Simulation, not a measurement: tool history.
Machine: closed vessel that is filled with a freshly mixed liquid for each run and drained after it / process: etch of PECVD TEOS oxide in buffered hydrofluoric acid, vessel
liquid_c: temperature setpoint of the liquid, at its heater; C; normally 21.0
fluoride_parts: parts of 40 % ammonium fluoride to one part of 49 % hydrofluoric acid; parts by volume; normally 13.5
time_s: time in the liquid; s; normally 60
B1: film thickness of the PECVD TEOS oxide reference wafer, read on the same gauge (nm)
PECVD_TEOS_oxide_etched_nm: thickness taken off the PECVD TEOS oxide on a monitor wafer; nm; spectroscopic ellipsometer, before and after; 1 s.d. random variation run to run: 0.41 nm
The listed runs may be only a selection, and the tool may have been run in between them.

Run 1, day 0.000: usual settings; B1 120.03. Result: PECVD_TEOS_oxide_etched_nm 95.31 nm.
Run 2, day 2.771: usual settings; B1 120.01. Result: PECVD_TEOS_oxide_etched_nm 94.80 nm.
Run 3, day 5.300: usual settings; B1 120.00. Result: PECVD_TEOS_oxide_etched_nm 94.94 nm.
Run 4, day 8.375: usual settings; B1 120.00. Result: PECVD_TEOS_oxide_etched_nm 95.39 nm.
Run 5, day 12.662: usual settings; B1 120.02. Result: PECVD_TEOS_oxide_etched_nm 94.10 nm.
Run 6, day 16.375: usual settings; B1 120.02. Result: PECVD_TEOS_oxide_etched_nm 94.63 nm.
Run 7, day 20.871: usual settings; B1 120.01. Result: PECVD_TEOS_oxide_etched_nm 93.98 nm.
Run 8, day 22.442: usual settings but liquid_c 20.0 C, fluoride_parts 17.5 parts by volume; B1 120.01. Result: PECVD_TEOS_oxide_etched_nm 68.83 nm.
Run 9, day 25.029: usual settings but time_s 75 s; B1 120.05. Result: PECVD_TEOS_oxide_etched_nm 117.65 nm.
Run 10, day 26.912: usual settings but time_s 75 s; B1 120.01. Result: PECVD_TEOS_oxide_etched_nm 116.68 nm.
Run 11, day 28.783: usual settings; B1 119.97. Result: PECVD_TEOS_oxide_etched_nm 93.81 nm.
Run 12, day 33.271: usual settings; B1 119.99. Result: PECVD_TEOS_oxide_etched_nm 93.06 nm.
At day 37.300: gauge calibrated.
Run 13, day 37.462: usual settings; B1 119.99. Result: PECVD_TEOS_oxide_etched_nm 92.88 nm.
Run 14, day 39.017: usual settings; B1 119.98. Result: PECVD_TEOS_oxide_etched_nm 93.93 nm.
Run 15, day 43.479: usual settings but fluoride_parts 15.5 parts by volume, time_s 45 s; B1 119.99. Result: PECVD_TEOS_oxide_etched_nm 60.42 nm.
At day 44.329: thermometer replaced.
Run 16, day 47.079: usual settings but fluoride_parts 9.5 parts by volume, time_s 75 s; B1 120.03. Result: PECVD_TEOS_oxide_etched_nm 170.57 nm.
Run 17, day 49.721: usual settings but fluoride_parts 19.0 parts by volume, time_s 85 s; B1 120.02. Result: PECVD_TEOS_oxide_etched_nm 98.88 nm.
Run 18, day 51.500: usual settings; B1 119.99. Result: PECVD_TEOS_oxide_etched_nm 96.73 nm.
Run 19, day 53.517: usual settings but fluoride_parts 11.0 parts by volume, time_s 40 s; B1 119.98. Result: PECVD_TEOS_oxide_etched_nm 79.25 nm.
Run 20, day 55.788: usual settings but liquid_c 17.0 C, time_s 40 s; B1 120.02. Result: PECVD_TEOS_oxide_etched_nm 51.49 nm.
At day 59.233: hydrofluoric acid flow meter replaced.
Run 21, day 59.675: usual settings; B1 119.95. Result: PECVD_TEOS_oxide_etched_nm 96.65 nm.
Run 22, day 62.754: usual settings but fluoride_parts 11.0 parts by volume, time_s 40 s; B1 120.02. Result: PECVD_TEOS_oxide_etched_nm 78.59 nm.
Run 23, day 66.112: usual settings but liquid_c 26.0 C, fluoride_parts 17.5 parts by volume, time_s 50 s; B1 120.01. Result: PECVD_TEOS_oxide_etched_nm 82.29 nm.
Run 24, day 68.167: usual settings but liquid_c 17.0 C, fluoride_parts 9.0 parts by volume, time_s 40 s; B1 119.98. Result: PECVD_TEOS_oxide_etched_nm 73.60 nm.
Run 25, day 70.858: usual settings; B1 120.00. Result: PECVD_TEOS_oxide_etched_nm 96.00 nm.
Run 26, day 74.925: usual settings; B1 120.02. Result: PECVD_TEOS_oxide_etched_nm 95.63 nm.
Run 27, day 79.162: usual settings but liquid_c 24.0 C, fluoride_parts 17.5 parts by volume; B1 120.04. Result: PECVD_TEOS_oxide_etched_nm 88.45 nm.

Consider 3 possible next runs. They are alternatives, not a sequence: every one starts from the tool as it was left by run 27. What does each give?
Run A, day 79.192: usual settings; B1 ?. Result: PECVD_TEOS_oxide_etched_nm ?.
Run B, day 79.192: usual settings but liquid_c 19.5 C, fluoride_parts 17.5 parts by volume, time_s 30 s; B1 ?. Result: PECVD_TEOS_oxide_etched_nm ?.
Run C, day 79.192: usual settings but fluoride_parts 11.5 parts by volume; B1 ?. Result: PECVD_TEOS_oxide_etched_nm ?.

run      B1  PECVD_TEOS_oxide_etched_nm
  A  119.99                       96.12
  B  119.99                       34.22
  C  119.99                      112.46
Stripped of hidden state, with their random variation kept, the same runs would have yielded:
run  PECVD_TEOS_oxide_etched_nm
  A                       98.02
  B                       34.91
  C                      114.68

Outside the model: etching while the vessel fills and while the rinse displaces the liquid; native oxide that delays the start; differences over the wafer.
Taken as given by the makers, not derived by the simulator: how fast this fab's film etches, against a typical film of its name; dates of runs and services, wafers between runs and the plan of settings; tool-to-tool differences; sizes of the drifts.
